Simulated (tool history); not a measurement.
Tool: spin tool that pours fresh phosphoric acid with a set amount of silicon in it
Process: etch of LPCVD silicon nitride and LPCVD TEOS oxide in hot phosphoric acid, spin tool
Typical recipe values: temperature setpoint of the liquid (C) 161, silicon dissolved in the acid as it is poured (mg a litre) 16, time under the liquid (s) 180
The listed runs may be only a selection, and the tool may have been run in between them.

| run | day | temperature setpoint of the liquid (C) | silicon dissolved in the acid as it is poured (mg a litre) | time under the liquid (s) | wafers since the last listed run | hours since the thermometer was replaced | hours since the dissolved silicon flow meter was replaced | hours since the heated supply line was repaired | hours since the gauge calibration | read-back film thickness of the LPCVD silicon nitride reference wafer, read on the same gauge (nm) | read-back film thickness of the LPCVD TEOS oxide reference wafer, read on the same gauge (nm) | thickness taken off the LPCVD silicon nitride on a monitor wafer (angstrom) | thickness taken off the LPCVD TEOS oxide on a monitor wafer (angstrom) |
|---|---|---|---|---|---|---|---|---|---|---|---|---|---|
| 1 | 0 | 161 | 16 | 100 | 0 | 1261.3 | 111.2 | 22.9 | 2916.1 | 70 | 89.997 | 85.7 | 4.47 |
| 2 | 3.446 | 161 | 16 | 100 | 562 | 1344 | 193.9 | 105.6 | 2998.8 | 69.99 | 90.018 | 84.3 | 4.47 |
| 3 | 7.833 | 159.5 | 5 | 265 | 716 | 1449.3 | 299.2 | 210.9 | 3104.1 | 70 | 90.02 | 211.7 | 13.72 |
| 4 | 10.558 | 158 | 16 | 125 | 445 | 1514.7 | 364.6 | 276.3 | 3169.5 | 70.01 | 90.004 | 94.2 | 4.44 |
|  | 21.671 | gauge calibrated |
| 5 | 24.025 | 161 | 16 | 180 | 2200 | 1837.9 | 687.8 | 599.5 | 56.5 | 70.01 | 90.007 | 151.4 | 8.12 |
| 6 | 27.467 | 162.5 | 28.5 | 80 | 562 | 1920.5 | 770.4 | 682.1 | 139.1 | 70.01 | 89.983 | 68.8 | 2.69 |
| 7 | 31.517 | 163.5 | 16 | 70 | 661 | 2017.7 | 867.6 | 779.3 | 236.3 | 70.04 | 89.979 | 63.2 | 3.72 |
| 8 | 33.025 | 159.5 | 21 | 265 | 246 | 2053.9 | 903.8 | 815.5 | 272.5 | 70.02 | 90.03 | 205.6 | 8.65 |
| 9 | 37.192 | 161 | 21 | 180 | 680 | 2153.9 | 1003.8 | 915.5 | 372.5 | 70.02 | 89.999 | 146.6 | 6.58 |
| 10 | 39.55 | 158.5 | 6 | 180 | 385 | 2210.5 | 1060.4 | 972.1 | 429.1 | 70 | 90.015 | 133.8 | 8.02 |
|  | 39.612 | thermometer replaced |
| 11 | 42.075 | 158.5 | 16 | 265 | 405 | 59.1 | 1121 | 1032.7 | 489.7 | 69.98 | 89.987 | 216.2 | 10.69 |
| 12 | 45.367 | 160 | 27.5 | 85 | 537 | 138.1 | 1200 | 1111.7 | 568.7 | 69.97 | 90.006 | 72 | 2.95 |
| 13 | 47.558 | 163 | 16 | 180 | 358 | 190.7 | 1252.6 | 1164.3 | 621.3 | 70 | 89.975 | 170.6 | 10.96 |
| 14 | 50.967 | 161 | 8 | 180 | 556 | 272.5 | 1334.4 | 1246.1 | 703.1 | 70.03 | 89.991 | 160.4 | 10.87 |
| 15 | 52.517 | 161 | 16 | 110 | 253 | 309.7 | 1371.6 | 1283.3 | 740.3 | 70.01 | 90.008 | 95.5 | 5.58 |
| 16 | 54.896 | 161 | 16 | 180 | 388 | 366.8 | 1428.7 | 1340.4 | 797.4 | 69.98 | 89.976 | 159.8 | 9.11 |
| 17 | 59.325 | 161 | 19.5 | 135 | 723 | 473.1 | 1535 | 1446.7 | 903.7 | 70 | 89.989 | 118 | 6.29 |
| 18 | 62.754 | 159 | 16 | 180 | 560 | 555.4 | 1617.3 | 1529 | 986 | 70.01 | 90.013 | 146 | 7.64 |
|  | 64.642 | heated supply line repaired |
| 19 | 66.521 | 162 | 16 | 180 | 608 | 645.8 | 1707.7 | 45.1 | 1076.4 | 70.01 | 89.99 | 160.6 | 9.2 |
| 20 | 70.867 | 161 | 16 | 180 | 709 | 750.1 | 1812 | 149.4 | 1180.7 | 70 | 90.025 | 155.9 | 8.62 |
| 21 | 72.688 | 160 | 21 | 235 | 297 | 793.8 | 1855.7 | 193.1 | 1224.4 | 69.98 | 90.004 | 196.2 | 8.92 |

Expected results for the next run?
| 22 | 76.383 | 161 | 16 | 180 | 603 | 882.5 | 1944.4 | 281.8 | 1313.1 | ? | ? | ? | ? |

Run 22 measured read-back film thickness of the LPCVD silicon nitride reference wafer, read on the same gauge (nm) 70.01, read-back film thickness of the LPCVD TEOS oxide reference wafer, read on the same gauge (nm) 90.027, thickness taken off the LPCVD silicon nitride on a monitor wafer (angstrom) 155.4, thickness taken off the LPCVD TEOS oxide on a monitor wafer (angstrom) 8.78.
Minus the tool's unlogged condition, the same run would have read thickness taken off the LPCVD silicon nitride on a monitor wafer (angstrom) 162, thickness taken off the LPCVD TEOS oxide on a monitor wafer (angstrom) 9.62.
